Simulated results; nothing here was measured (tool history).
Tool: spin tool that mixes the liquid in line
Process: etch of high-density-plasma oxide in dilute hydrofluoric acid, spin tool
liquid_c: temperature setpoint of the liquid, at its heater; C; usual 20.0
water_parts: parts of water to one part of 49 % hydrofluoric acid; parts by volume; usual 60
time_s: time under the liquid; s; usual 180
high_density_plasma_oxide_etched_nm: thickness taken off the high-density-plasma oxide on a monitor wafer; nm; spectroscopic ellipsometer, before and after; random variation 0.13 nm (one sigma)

run   hour  liquid_c  water_parts  time_s  read-back film thickness of the high-density-plasma oxide reference wafer, read on the same gauge (nm)  high_density_plasma_oxide_etched_nm
  1    0.0      20.0           60     180                                                                                                  140.01                                15.28
  2   11.2      20.0           60     180                                                                                                  140.03                                15.34
  3   20.0      20.0           60     180                                                                                                  140.01                                15.36
  4   26.7      20.0           60     155                                                                                                  140.00                                13.16
  5   44.6      20.0           60     155                                                                                                  139.97                                13.28
  6   58.6      20.0           60     180                                                                                                  139.99                                15.12
  7   74.0      20.0           60     180                                                                                                  140.01                                15.27
  8   88.0      20.0           60     180                                                                                                  139.99                                15.07
  9  104.0      21.5           60     180                                                                                                  140.00                                17.53
 10  116.8      21.5           60     180                                                                                                  140.02                                17.39
 11  129.1      21.5           60     180                                                                                                  140.00                                17.36
 12  135.9      20.0           60     180                                                                                                  139.99                                16.34
 13  145.0      20.0           60     180                                                                                                  139.98                                16.13
 14  162.2      24.0           60     245                                                                                                  139.99                                25.96
 15  168.8      20.0           60     180                                                                                                  139.98                                16.37
 16  180.1      20.0           60     180                                                                                                  139.99                                16.53
 17  192.9      18.0           45      95                                                                                                  139.95                                10.78
 18  204.4      20.0           60     180                                                                                                  139.98                                16.02
 19  211.4      20.0           60     180                                                                                                  139.98                                16.34
 20  226.6      22.0           60     150                                                                                                  139.99                                14.70
 21  235.5      17.0           60     180                                                                                                  139.97                                14.13
 22  244.1      18.5           30     290                                                                                                  140.02                                51.20
 23  260.1      20.0           60     180                                                                                                  139.99                                16.07
 24  268.9      24.5           85     180                                                                                                  139.97                                13.31
 25  276.3      20.0           35     220                                                                                                  140.02                                34.67
 26  293.3      17.5           70     180                                                                                                  139.99                                12.22
 27  307.5      20.0           60     180                                                                                                  140.00                                16.17
 28  315.9      20.0           50     180                                                                                                  140.00                                19.31
 29  325.6      24.5           60     180                                                                                                  140.01                                19.26
 30  336.9      18.5           80     105                                                                                                  140.01                                 6.43
 31  345.6      24.0           60      95                                                                                                  140.01                                 9.93
 32  359.1      20.0           60     180                                                                                                  140.01                                16.03
 33  373.5      20.0           60     150                                                                                                  140.00                                13.49

Not shown: 3 entries that the log had between the listed runs. Between which runs, and how does the tool's hidden state differ before and after?
Between runs 8 and 9: hydrofluoric acid flow meter replaced (hour 94.5)
  hydrofluoric acid flow below the setpoint (%): 7.16 -> 0.321
  measured less the result without the state, high_density_plasma_oxide_etched_nm: -1.26 -> -0.06 nm
Between runs 10 and 11: gauge calibrated (hour 121.4)
  hydrofluoric acid flow below the setpoint (%): 0.447 -> 0.569
  measured less the result without the state, high_density_plasma_oxide_etched_nm: -0.08 -> -0.11 nm
Between runs 23 and 24: thermometer replaced (hour 268.1)
  hydrofluoric acid flow below the setpoint (%): 1.87 -> 1.95
  measured less the result without the state, high_density_plasma_oxide_etched_nm: -0.33 -> -0.30 nm
